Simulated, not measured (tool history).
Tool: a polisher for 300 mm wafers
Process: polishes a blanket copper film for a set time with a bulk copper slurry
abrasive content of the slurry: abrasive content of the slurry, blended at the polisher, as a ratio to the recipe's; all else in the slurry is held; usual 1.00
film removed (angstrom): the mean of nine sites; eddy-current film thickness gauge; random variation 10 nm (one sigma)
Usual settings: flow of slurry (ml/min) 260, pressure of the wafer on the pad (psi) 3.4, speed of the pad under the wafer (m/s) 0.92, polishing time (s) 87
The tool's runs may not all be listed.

| run | hour | flow of slurry (ml/min) | pressure of the wafer on the pad (psi) | speed of the pad under the wafer (m/s) | abrasive content of the slurry | polishing time (s) | wafers since the last listed run | wafers polished on this pad | hours since the slurry nozzle was cleaned | hours since the head pressure was calibrated | hours since the slurry blender was calibrated | incoming thickness of the incoming film, nm | film removed (angstrom) |
|---|---|---|---|---|---|---|---|---|---|---|---|---|---|
| 1 | 0.0 | 260 | 3.4 | 0.92 | 1.00 | 87 | 0 | 709 | 212.5 | 1164.5 | 212.7 | 4408.3 | 7782 |
| 2 | 26.0 | 260 | 3.7 | 0.92 | 1.00 | 87 | 217 | 927 | 238.5 | 1190.5 | 238.7 | 4365.0 | 7703 |
|  | 33.0 | worn pad replaced by a new one |
| 3 | 55.4 | 260 | 3.7 | 0.92 | 1.00 | 87 | 212 | 187 | 267.9 | 1219.9 | 268.1 | 4448.7 | 8778 |
| 4 | 90.5 | 260 | 3.7 | 0.92 | 1.00 | 87 | 294 | 482 | 303.0 | 1255.0 | 303.2 | 4395.5 | 8438 |
|  | 95.4 | slurry blender recalibrated |
| 5 | 104.8 | 260 | 3.4 | 0.92 | 1.00 | 87 | 103 | 585 | 317.3 | 1269.3 | 9.4 | 4477.3 | 8342 |
| 6 | 119.0 | 260 | 3.4 | 0.92 | 1.00 | 87 | 119 | 704 | 331.5 | 1283.5 | 23.6 | 4441.7 | 8022 |
|  | 129.9 | worn pad replaced by a new one |
| 7 | 148.7 | 260 | 3.4 | 0.92 | 1.00 | 66 | 215 | 157 | 361.2 | 1313.2 | 53.3 | 4382.7 | 6779 |
| 8 | 177.8 | 260 | 3.4 | 0.92 | 1.00 | 66 | 243 | 401 | 390.3 | 1342.3 | 82.4 | 4534.3 | 6557 |
| 9 | 198.6 | 260 | 3.4 | 0.92 | 1.15 | 87 | 174 | 576 | 411.1 | 1363.1 | 103.2 | 4456.8 | 8725 |
|  | 210.2 | slurry nozzle cleaned |
| 10 | 218.4 | 260 | 3.4 | 0.92 | 0.80 | 87 | 157 | 733 | 8.2 | 1382.9 | 123.0 | 4377.3 | 7503 |
|  | 245.6 | worn pad replaced by a new one |
|  | 277.1 | head pressure recalibrated |
| 11 | 301.8 | 260 | 3.7 | 0.92 | 1.00 | 87 | 648 | 454 | 91.6 | 24.7 | 206.4 | 4353.4 | 8744 |
| 12 | 326.3 | 260 | 3.4 | 0.80 | 0.80 | 87 | 205 | 659 | 116.1 | 49.2 | 230.9 | 4387.9 | 6533 |
| 13 | 350.0 | 300 | 3.4 | 0.72 | 1.15 | 87 | 198 | 858 | 139.8 | 72.9 | 254.6 | 4407.2 | 6185 |
|  | 354.6 | worn pad replaced by a new one |
| 14 | 379.0 | 260 | 2.3 | 0.92 | 1.00 | 73 | 209 | 204 | 168.8 | 101.9 | 283.6 | 4381.3 | 5491 |
|  | 404.8 | slurry blender recalibrated |
| 15 | 414.9 | 350 | 3.4 | 0.92 | 1.00 | 87 | 284 | 488 | 204.7 | 137.8 | 10.1 | 4427.7 | 8844 |
| 16 | 439.7 | 260 | 3.4 | 1.18 | 1.00 | 70 | 207 | 696 | 229.5 | 162.6 | 34.9 | 4414.0 | 8587 |
|  | 456.3 | worn pad replaced by a new one |
| 17 | 468.3 | 260 | 3.4 | 0.92 | 1.00 | 87 | 206 | 100 | 258.1 | 191.2 | 63.5 | 4405.2 | 8682 |
| 18 | 492.9 | 305 | 3.4 | 0.92 | 1.00 | 87 | 206 | 306 | 282.7 | 215.8 | 88.1 | 4458.5 | 8722 |
| 19 | 514.2 | 260 | 3.4 | 1.18 | 1.00 | 70 | 178 | 485 | 304.0 | 237.1 | 109.4 | 4464.1 | 8678 |

Forecast each of these 4 alternatives for the next run:
| A | 514.7 | 260 | 3.4 | 0.92 | 1.00 | 87 | 4 | 489 | 304.5 | 237.6 | 109.9 | 4487.5 | ? |
| B | 514.7 | 260 | 3.4 | 0.68 | 1.00 | 87 | 4 | 489 | 304.5 | 237.6 | 109.9 | 4487.5 | ? |
| C | 514.7 | 295 | 4.3 | 1.12 | 1.00 | 61 | 4 | 489 | 304.5 | 237.6 | 109.9 | 4487.5 | ? |
| D | 514.7 | 260 | 3.4 | 0.92 | 1.00 | 69 | 4 | 489 | 304.5 | 237.6 | 109.9 | 4487.5 | ? |

| run | film removed (angstrom) |
|---|---|
| A | 8370 |
| B | 6186 |
| C | 8563 |
| D | 6638 |
Without the tool's hidden state the same runs would have given:
| run | film removed (angstrom) |
|---|---|
| A | 9124 |
| B | 6744 |
| C | 9335 |
| D | 7236 |
